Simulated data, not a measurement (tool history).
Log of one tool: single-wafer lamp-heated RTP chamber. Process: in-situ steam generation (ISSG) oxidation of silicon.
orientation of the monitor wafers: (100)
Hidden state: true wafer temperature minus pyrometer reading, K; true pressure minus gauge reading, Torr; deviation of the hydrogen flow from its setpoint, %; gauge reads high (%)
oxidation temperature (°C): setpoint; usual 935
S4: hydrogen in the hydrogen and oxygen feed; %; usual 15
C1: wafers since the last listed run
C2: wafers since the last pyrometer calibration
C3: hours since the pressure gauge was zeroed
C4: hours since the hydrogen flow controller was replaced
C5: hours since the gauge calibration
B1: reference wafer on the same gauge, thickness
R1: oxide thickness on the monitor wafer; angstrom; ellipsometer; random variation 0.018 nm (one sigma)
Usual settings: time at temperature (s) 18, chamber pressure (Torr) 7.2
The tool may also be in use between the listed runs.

Run 1, hour 0.0: usual settings; C1 0; C2 3285; C3 4172.6; C4 4427.5; C5 313.2; B1 3.237. Result: R1 38.81 angstrom.
Run 2, hour 29.5: usual settings; C1 358; C2 3644; C3 4202.1; C4 4457.0; C5 342.7; B1 3.234. Result: R1 39.09 angstrom.
Run 3, hour 58.0: usual settings; C1 346; C2 3991; C3 4230.6; C4 4485.5; C5 371.2; B1 3.233. Result: R1 38.95 angstrom.
Run 4, hour 82.5: usual settings; C1 298; C2 4289; C3 4255.1; C4 4510.0; C5 395.7; B1 3.220. Result: R1 39.30 angstrom.
Run 5, hour 115.8: usual settings but chamber pressure (Torr) 8.3; C1 405; C2 4694; C3 4288.4; C4 4543.3; C5 429.0; B1 3.226. Result: R1 39.30 angstrom.
Run 6, hour 133.2: usual settings but chamber pressure (Torr) 8.3; C1 211; C2 4906; C3 4305.8; C4 4560.7; C5 446.4; B1 3.237. Result: R1 39.45 angstrom.
Run 7, hour 166.3: usual settings; C1 402; C2 5308; C3 4338.9; C4 4593.8; C5 479.5; B1 3.232. Result: R1 39.12 angstrom.
Run 8, hour 192.8: usual settings; C1 322; C2 5631; C3 4365.4; C4 4620.3; C5 506.0; B1 3.229. Result: R1 39.45 angstrom.
At hour 202.6: pressure gauge zeroed.
Run 9, hour 217.2: usual settings; C1 199; C2 5830; C3 14.6; C4 4644.7; C5 530.4; B1 3.231. Result: R1 39.29 angstrom.
At hour 241.4: gauge calibrated.
Run 10, hour 245.9: usual settings but oxidation temperature (°C) 918; C1 349; C2 6180; C3 43.3; C4 4673.4; C5 4.5; B1 3.241. Result: R1 37.80 angstrom.
At hour 289.9: pyrometer window cleaned and pyrometer calibrated.
Run 11, hour 298.2: usual settings but time at temperature (s) 23, S4 12 %; C1 538; C2 101; C3 95.6; C4 4725.7; C5 56.8; B1 3.225. Result: R1 40.63 angstrom.
Run 12, hour 323.6: usual settings but time at temperature (s) 11, chamber pressure (Torr) 6.9; C1 309; C2 410; C3 121.0; C4 4751.1; C5 82.2; B1 3.231. Result: R1 32.11 angstrom.
At hour 336.6: hydrogen flow controller replaced.
Run 13, hour 338.4: usual settings; C1 82; C2 492; C3 135.8; C4 1.8; C5 97.0; B1 3.228. Result: R1 38.43 angstrom.
Run 14, hour 356.1: usual settings but oxidation temperature (°C) 942, time at temperature (s) 23, chamber pressure (Torr) 6.9, S4 11 %; C1 215; C2 708; C3 153.5; C4 19.5; C5 114.7; B1 3.228. Result: R1 40.31 angstrom.
Run 15, hour 378.5: usual settings; C1 272; C2 980; C3 175.9; C4 41.9; C5 137.1; B1 3.227. Result: R1 38.81 angstrom.
Run 16, hour 403.2: usual settings but oxidation temperature (°C) 954, time at temperature (s) 16, chamber pressure (Torr) 6.9, S4 11 %; C1 300; C2 1281; C3 200.6; C4 66.6; C5 161.8; B1 3.228. Result: R1 35.86 angstrom.
Run 17, hour 437.6: usual settings; C1 418; C2 1699; C3 235.0; C4 101.0; C5 196.2; B1 3.220. Result: R1 38.74 angstrom.
Run 18, hour 469.5: usual settings but time at temperature (s) 16, chamber pressure (Torr) 8.2, S4 23 %; C1 388; C2 2087; C3 266.9; C4 132.9; C5 228.1; B1 3.229. Result: R1 41.28 angstrom.
Run 19, hour 483.4: usual settings but oxidation temperature (°C) 925, time at temperature (s) 14; C1 169; C2 2256; C3 280.8; C4 146.8; C5 242.0; B1 3.223. Result: R1 34.37 angstrom.

5 ways to go on from here, each from the tool as it stands after run 19. What would each give?
Run A, hour 483.8: usual settings but time at temperature (s) 24; C1 4; C2 2261; C3 281.2; C4 147.2; C5 242.4; B1 ?. Result: R1 ?.
Run B, hour 483.8: usual settings but oxidation temperature (°C) 921, chamber pressure (Torr) 8.2, S4 11 %; C1 4; C2 2261; C3 281.2; C4 147.2; C5 242.4; B1 ?. Result: R1 ?.
Run C, hour 483.8: usual settings but oxidation temperature (°C) 945, time at temperature (s) 25, chamber pressure (Torr) 6.9, S4 24 %; C1 4; C2 2261; C3 281.2; C4 147.2; C5 242.4; B1 ?. Result: R1 ?.
Run D, hour 483.8: usual settings but time at temperature (s) 12, chamber pressure (Torr) 6.9; C1 4; C2 2261; C3 281.2; C4 147.2; C5 242.4; B1 ?. Result: R1 ?.
Run E, hour 483.8: usual settings but chamber pressure (Torr) 6.9, S4 11 %; C1 4; C2 2261; C3 281.2; C4 147.2; C5 242.4; B1 ?. Result: R1 ?.

run     B1     R1
  A  3.234  43.58
  B  3.234  35.14
  C  3.234  50.78
  D  3.234  33.02
  E  3.234  36.05
Without the tool's hidden state the same runs would have given:
run     R1
  A  43.01
  B  34.77
  C  50.06
  D  32.69
  E  35.64

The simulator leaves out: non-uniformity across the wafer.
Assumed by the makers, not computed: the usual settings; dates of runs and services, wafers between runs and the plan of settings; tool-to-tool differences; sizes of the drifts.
